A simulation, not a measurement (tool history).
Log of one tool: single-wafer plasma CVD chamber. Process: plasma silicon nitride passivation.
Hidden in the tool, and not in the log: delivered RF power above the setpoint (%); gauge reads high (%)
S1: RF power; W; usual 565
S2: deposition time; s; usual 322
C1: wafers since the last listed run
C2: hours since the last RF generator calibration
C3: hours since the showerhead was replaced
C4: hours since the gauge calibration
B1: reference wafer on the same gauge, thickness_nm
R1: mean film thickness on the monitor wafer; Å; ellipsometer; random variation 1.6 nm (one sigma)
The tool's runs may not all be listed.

| run | hour | S1 | S2 | C1 | C2 | C3 | C4 | B1 | R1 |
|---|---|---|---|---|---|---|---|---|---|
| 1 | 0.0 | 645 | 322 | 0 | 2072.2 | 5119.3 | 585.2 | 461.392 | 5661.70 |
| 2 | 103.4 | 515 | 290 | 699 | 2175.6 | 5222.7 | 688.6 | 461.976 | 4661.57 |
|  | 129.6 | gauge calibrated |
| 3 | 136.5 | 565 | 373 | 223 | 2208.7 | 5255.8 | 6.9 | 461.800 | 6198.40 |
| 4 | 164.2 | 565 | 373 | 187 | 2236.4 | 5283.5 | 34.6 | 462.183 | 6173.00 |
| 5 | 179.5 | 590 | 322 | 103 | 2251.7 | 5298.8 | 49.9 | 462.157 | 5436.55 |
| 6 | 196.2 | 590 | 322 | 112 | 2268.4 | 5315.5 | 66.6 | 461.321 | 5445.69 |
| 7 | 220.8 | 590 | 322 | 166 | 2293.0 | 5340.1 | 91.2 | 461.847 | 5436.61 |
| 8 | 244.6 | 565 | 322 | 160 | 2316.8 | 5363.9 | 115.0 | 462.110 | 5341.73 |
| 9 | 261.5 | 565 | 322 | 114 | 2333.7 | 5380.8 | 131.9 | 461.588 | 5355.37 |
| 10 | 279.7 | 565 | 322 | 123 | 2351.9 | 5399.0 | 150.1 | 462.198 | 5331.35 |
| 11 | 367.9 | 565 | 322 | 596 | 2440.1 | 5487.2 | 238.3 | 461.906 | 5365.33 |
| 12 | 389.8 | 565 | 322 | 148 | 2462.0 | 5509.1 | 260.2 | 461.944 | 5326.03 |
|  | 410.3 | showerhead replaced |
| 13 | 410.8 | 565 | 343 | 87 | 2483.0 | 0.5 | 281.2 | 461.628 | 5691.77 |
| 14 | 435.2 | 565 | 343 | 165 | 2507.4 | 24.9 | 305.6 | 461.788 | 5666.11 |
| 15 | 463.7 | 595 | 322 | 192 | 2535.9 | 53.4 | 334.1 | 462.064 | 5421.55 |
| 16 | 493.1 | 595 | 322 | 198 | 2565.3 | 82.8 | 363.5 | 461.641 | 5441.62 |
| 17 | 521.5 | 595 | 322 | 192 | 2593.7 | 111.2 | 391.9 | 461.858 | 5419.96 |
| 18 | 545.5 | 565 | 322 | 162 | 2617.7 | 135.2 | 415.9 | 461.934 | 5309.39 |
| 19 | 559.6 | 565 | 322 | 95 | 2631.8 | 149.3 | 430.0 | 462.323 | 5315.39 |
| 20 | 579.6 | 565 | 322 | 135 | 2651.8 | 169.3 | 450.0 | 461.953 | 5322.76 |
| 21 | 602.7 | 655 | 322 | 156 | 2674.9 | 192.4 | 473.1 | 461.956 | 5623.91 |
| 22 | 622.5 | 620 | 294 | 133 | 2694.7 | 212.2 | 492.9 | 462.083 | 4986.92 |
| 23 | 638.4 | 480 | 350 | 107 | 2710.6 | 228.1 | 508.8 | 461.364 | 5387.93 |
| 24 | 665.6 | 565 | 322 | 183 | 2737.8 | 255.3 | 536.0 | 462.082 | 5290.16 |
| 25 | 678.5 | 595 | 322 | 87 | 2750.7 | 268.2 | 548.9 | 462.004 | 5376.40 |
| 26 | 713.6 | 565 | 322 | 237 | 2785.8 | 303.3 | 584.0 | 461.842 | 5323.37 |
| 27 | 741.6 | 520 | 382 | 189 | 2813.8 | 331.3 | 612.0 | 462.679 | 6093.60 |
| 28 | 777.4 | 520 | 271 | 242 | 2849.6 | 367.1 | 647.8 | 462.403 | 4298.94 |
|  | 777.9 | gauge calibrated |
|  | 785.7 | RF generator calibrated |
| 29 | 793.9 | 460 | 258 | 57 | 8.2 | 383.6 | 16.0 | 461.633 | 4019.40 |
| 30 | 813.2 | 525 | 349 | 130 | 27.5 | 402.9 | 35.3 | 461.929 | 5713.78 |
| 31 | 839.9 | 565 | 322 | 180 | 54.2 | 429.6 | 62.0 | 461.937 | 5438.53 |
| 32 | 868.2 | 565 | 322 | 191 | 82.5 | 457.9 | 90.3 | 461.949 | 5454.95 |
| 33 | 904.1 | 675 | 371 | 242 | 118.4 | 493.8 | 126.2 | 461.643 | 6709.83 |
| 34 | 928.4 | 565 | 295 | 164 | 142.7 | 518.1 | 150.5 | 462.067 | 5000.65 |
| 35 | 951.7 | 565 | 322 | 157 | 166.0 | 541.4 | 173.8 | 462.264 | 5473.45 |
| 36 | 967.0 | 655 | 286 | 103 | 181.3 | 556.7 | 189.1 | 462.155 | 5081.09 |
| 37 | 996.0 | 490 | 322 | 196 | 210.3 | 585.7 | 218.1 | 461.781 | 5133.43 |
| 38 | 1014.7 | 650 | 261 | 126 | 229.0 | 604.4 | 236.8 | 462.183 | 4635.92 |
| 39 | 1032.0 | 565 | 322 | 117 | 246.3 | 621.7 | 254.1 | 461.967 | 5414.52 |
| 40 | 1056.4 | 465 | 260 | 165 | 270.7 | 646.1 | 278.5 | 462.141 | 4062.21 |
| 41 | 1069.2 | 630 | 322 | 86 | 283.5 | 658.9 | 291.3 | 462.090 | 5674.31 |
| 42 | 1084.2 | 505 | 380 | 101 | 298.5 | 673.9 | 306.3 | 461.901 | 6126.73 |
| 43 | 1101.1 | 675 | 280 | 114 | 315.4 | 690.8 | 323.2 | 462.063 | 5068.07 |
| 44 | 1129.5 | 565 | 322 | 192 | 343.8 | 719.2 | 351.6 | 461.614 | 5469.22 |

Forecast each of these 4 alternatives for the next run:
| A | 1130.0 | 565 | 322 | 3 | 344.3 | 719.7 | 352.1 | ? | ? |
| B | 1130.0 | 605 | 289 | 3 | 344.3 | 719.7 | 352.1 | ? | ? |
| C | 1130.0 | 495 | 322 | 3 | 344.3 | 719.7 | 352.1 | ? | ? |
| D | 1130.0 | 610 | 275 | 3 | 344.3 | 719.7 | 352.1 | ? | ? |

| run | B1 | R1 |
|---|---|---|
| A | 461.979 | 5442.90 |
| B | 461.979 | 5016.86 |
| C | 461.979 | 5161.14 |
| D | 461.979 | 4788.98 |
Without the tool's hidden state the same runs would have given:
| run | R1 |
|---|---|
| A | 5456.90 |
| B | 5029.78 |
| C | 5174.42 |
| D | 4801.30 |

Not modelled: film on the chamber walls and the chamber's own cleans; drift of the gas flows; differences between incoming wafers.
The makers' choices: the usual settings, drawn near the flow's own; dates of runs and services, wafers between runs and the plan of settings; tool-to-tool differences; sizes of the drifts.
